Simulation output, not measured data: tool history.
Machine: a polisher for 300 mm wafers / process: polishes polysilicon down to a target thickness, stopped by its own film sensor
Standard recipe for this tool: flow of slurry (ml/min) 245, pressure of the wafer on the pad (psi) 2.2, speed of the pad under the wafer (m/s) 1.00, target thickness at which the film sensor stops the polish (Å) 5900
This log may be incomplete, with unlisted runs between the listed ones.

run,hour,flow of slurry (ml/min),pressure of the wafer on the pad (psi),speed of the pad under the wafer (m/s),target thickness at which the film sensor stops the polish (Å),"incoming thickness of the incoming film, nm",time until the film sensor stopped the polish (s)
1,0.0,245,2.2,1.00,5900,921.9,37.7
2,34.2,245,2.2,1.00,5900,931.2,39.0
3,89.3,245,2.2,1.00,5900,941.4,41.6
4,147.2,245,2.2,1.00,5900,940.2,40.7
5,211.5,245,2.2,1.00,5900,943.3,40.3
6,239.4,245,2.2,1.00,5900,918.1,37.1
7,279.8,245,2.2,1.00,5900,930.4,39.6
8,324.3,245,2.2,1.00,5900,920.1,38.3
9,386.8,245,2.2,1.00,5900,940.2,40.5
10,431.9,245,2.2,0.76,5900,925.5,50.2
11,493.3,245,2.2,0.76,5900,944.9,52.3
12,538.7,245,2.2,0.86,5900,935.0,46.3
13,599.8,245,2.2,1.00,5900,936.0,39.8
14,629.4,245,2.2,1.00,5900,920.1,35.8
15,687.6,245,2.2,1.00,5900,947.1,39.8
16,718.7,310,2.2,1.00,5900,934.9,35.6
17,747.9,310,2.2,1.00,5900,940.2,37.6
18,818.3,245,2.2,1.00,5900,911.4,35.0
19,859.7,245,1.4,0.70,5900,928.2,80.5
20,887.8,245,2.2,1.00,6700,929.7,27.6
21,970.8,245,2.6,1.32,5350,940.3,31.5
22,1012.0,270,2.2,1.00,5900,946.7,42.2
23,1060.2,245,2.2,1.00,5900,925.5,41.0
24,1120.3,245,2.2,1.00,5900,930.1,39.5
25,1184.9,245,2.2,1.00,4950,937.1,52.5
26,1252.0,320,1.9,0.78,6900,932.9,40.1
27,1280.5,245,2.2,1.00,5900,930.5,40.0
28,1307.6,245,2.8,1.00,5900,917.7,29.8
29,1349.2,220,2.2,1.00,6310,926.2,34.4
30,1419.8,185,2.2,1.00,5900,936.8,42.7
31,1463.1,275,2.2,1.00,5130,925.1,47.4
32,1506.7,245,2.2,1.00,5900,931.5,40.9
33,1542.3,185,2.2,1.00,4950,928.7,52.7
34,1568.5,245,1.4,0.70,5900,932.1,88.4
35,1608.3,245,2.6,1.28,5900,930.8,26.5
36,1674.6,310,2.2,1.00,5900,947.4,39.0

Removed from this log: 9 entries logged between the listed runs. Between which two listed runs does each belong, and how does the tool's hidden state at the listed run before it compare with that at the listed run after it?
In the gap between runs 3 and 4: worn pad replaced by a new one (hour 146.7)
  deviation of the head's pressure from its setpoint, %: 2.47 -> 2.89
  what was measured, less what the result would be without the hidden state, time until the film sensor stopped the polish (s): -1.0 -> -1.2
In the gap between runs 8 and 9: slurry nozzle cleaned (hour 349.7)
  deviation of the head's pressure from its setpoint, %: 4.65 -> 5.43
  what was measured, less what the result would be without the hidden state, time until the film sensor stopped the polish (s): -1.7 -> -2.1
In the gap between runs 11 and 12: worn pad replaced by a new one (hour 511.2)
  deviation of the head's pressure from its setpoint, %: 6.96 -> 7.69
  what was measured, less what the result would be without the hidden state, time until the film sensor stopped the polish (s): -3.5 -> -3.4
In the gap between runs 18 and 19: worn pad replaced by a new one (hour 828.3)
  deviation of the head's pressure from its setpoint, %: 13.2 -> 14.1
  what was measured, less what the result would be without the hidden state, time until the film sensor stopped the polish (s): -4.3 -> -10.8
In the gap between runs 20 and 21: head pressure recalibrated (hour 951.0)
  deviation of the head's pressure from its setpoint, %: 14.8 -> -0.104
  what was measured, less what the result would be without the hidden state, time until the film sensor stopped the polish (s): -3.8 -> +0.0
In the gap between runs 21 and 22: slurry nozzle cleaned (hour 990.0)
  deviation of the head's pressure from its setpoint, %: -0.104 -> -0.0674
  what was measured, less what the result would be without the hidden state, time until the film sensor stopped the polish (s): +0.0 -> +0.0
In the gap between runs 24 and 25: worn pad replaced by a new one (hour 1176.0)
  deviation of the head's pressure from its setpoint, %: 0.205 -> 0.489
  what was measured, less what the result would be without the hidden state, time until the film sensor stopped the polish (s): -0.1 -> -0.3
In the gap between runs 32 and 33: worn pad replaced by a new one (hour 1511.8)
  deviation of the head's pressure from its setpoint, %: 3.26 -> 3.7
  what was measured, less what the result would be without the hidden state, time until the film sensor stopped the polish (s): -1.3 -> -1.8
In the gap between runs 34 and 35: slurry nozzle cleaned (hour 1607.8)
  deviation of the head's pressure from its setpoint, %: 4.05 -> 4.6
  what was measured, less what the result would be without the hidden state, time until the film sensor stopped the polish (s): -3.4 -> -1.2
